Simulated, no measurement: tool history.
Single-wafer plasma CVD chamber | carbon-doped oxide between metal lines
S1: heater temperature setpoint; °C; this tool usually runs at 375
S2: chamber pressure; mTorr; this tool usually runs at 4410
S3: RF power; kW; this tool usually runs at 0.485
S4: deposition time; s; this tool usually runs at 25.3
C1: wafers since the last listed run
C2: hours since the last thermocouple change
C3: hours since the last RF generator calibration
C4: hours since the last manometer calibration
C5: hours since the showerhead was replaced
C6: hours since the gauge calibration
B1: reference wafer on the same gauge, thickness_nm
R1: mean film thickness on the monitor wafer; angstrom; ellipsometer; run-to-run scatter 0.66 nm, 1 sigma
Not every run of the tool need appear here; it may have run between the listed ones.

Run 1, hour 0.0: usual settings but S4 23.3 s; C1 0; C2 2871.3; C3 2026.3; C4 708.3; C5 2776.8; C6 98.0; B1 94.214. Result: R1 1067.00 angstrom.
Run 2, hour 10.0: usual settings but S4 23.3 s; C1 325; C2 2881.3; C3 2036.3; C4 718.3; C5 2786.8; C6 108.0; B1 93.990. Result: R1 1067.71 angstrom.
At hour 13.4: gauge calibrated.
Run 3, hour 20.2: usual settings; C1 332; C2 2891.5; C3 2046.5; C4 728.5; C5 2797.0; C6 6.8; B1 94.067. Result: R1 1168.37 angstrom.
Run 4, hour 33.1: usual settings; C1 420; C2 2904.4; C3 2059.4; C4 741.4; C5 2809.9; C6 19.7; B1 94.238. Result: R1 1151.43 angstrom.
Run 5, hour 48.2: usual settings; C1 492; C2 2919.5; C3 2074.5; C4 756.5; C5 2825.0; C6 34.8; B1 94.312. Result: R1 1147.50 angstrom.
At hour 68.2: thermocouple changed; heater temperature recalibrated.
Run 6, hour 68.7: usual settings; C1 407; C2 0.5; C3 2095.0; C4 777.0; C5 2845.5; C6 55.3; B1 93.887. Result: R1 1153.67 angstrom.
Run 7, hour 71.1: usual settings; C1 78; C2 2.9; C3 2097.4; C4 779.4; C5 2847.9; C6 57.7; B1 93.819. Result: R1 1151.40 angstrom.
At hour 83.4: RF generator calibrated.
Run 8, hour 83.9: usual settings but S1 367 °C, S2 4770 mTorr, S3 0.435 kW; C1 156; C2 15.7; C3 0.5; C4 792.2; C5 2860.7; C6 70.5; B1 93.918. Result: R1 1106.70 angstrom.
Run 9, hour 91.0: usual settings but S1 382 °C; C1 231; C2 22.8; C3 7.6; C4 799.3; C5 2867.8; C6 77.6; B1 94.097. Result: R1 1121.60 angstrom.
Run 10, hour 104.9: usual settings but S1 387 °C, S3 0.410 kW, S4 23.7 s; C1 452; C2 36.7; C3 21.5; C4 813.2; C5 2881.7; C6 91.5; B1 94.061. Result: R1 955.39 angstrom.
Run 11, hour 119.3: usual settings but S1 382 °C; C1 469; C2 51.1; C3 35.9; C4 827.6; C5 2896.1; C6 105.9; B1 93.967. Result: R1 1132.91 angstrom.
At hour 134.4: showerhead replaced.
At hour 138.6: gauge calibrated.
Run 12, hour 144.8: usual settings but S1 382 °C; C1 570; C2 76.6; C3 61.4; C4 853.1; C5 10.4; C6 6.2; B1 93.745. Result: R1 1134.17 angstrom.
At hour 164.8: capacitance manometer re-zeroed and calibrated.
Run 13, hour 165.3: usual settings but S3 0.540 kW, S4 28.4 s; C1 407; C2 97.1; C3 81.9; C4 0.5; C5 30.9; C6 26.7; B1 94.341. Result: R1 1365.61 angstrom.
Run 14, hour 206.9: usual settings but S3 0.420 kW; C1 1355; C2 138.7; C3 123.5; C4 42.1; C5 72.5; C6 68.3; B1 93.922. Result: R1 1056.96 angstrom.

List, for all runs, the conditions of the tool that the log does not record:
wafer temperature above the value expected at the setpoint (K): 0 at every run
delivered RF power above the setpoint (%): 0 at every run
true pressure above the setpoint (%): 0 at every run
gauge reads high (%): 0 at every run

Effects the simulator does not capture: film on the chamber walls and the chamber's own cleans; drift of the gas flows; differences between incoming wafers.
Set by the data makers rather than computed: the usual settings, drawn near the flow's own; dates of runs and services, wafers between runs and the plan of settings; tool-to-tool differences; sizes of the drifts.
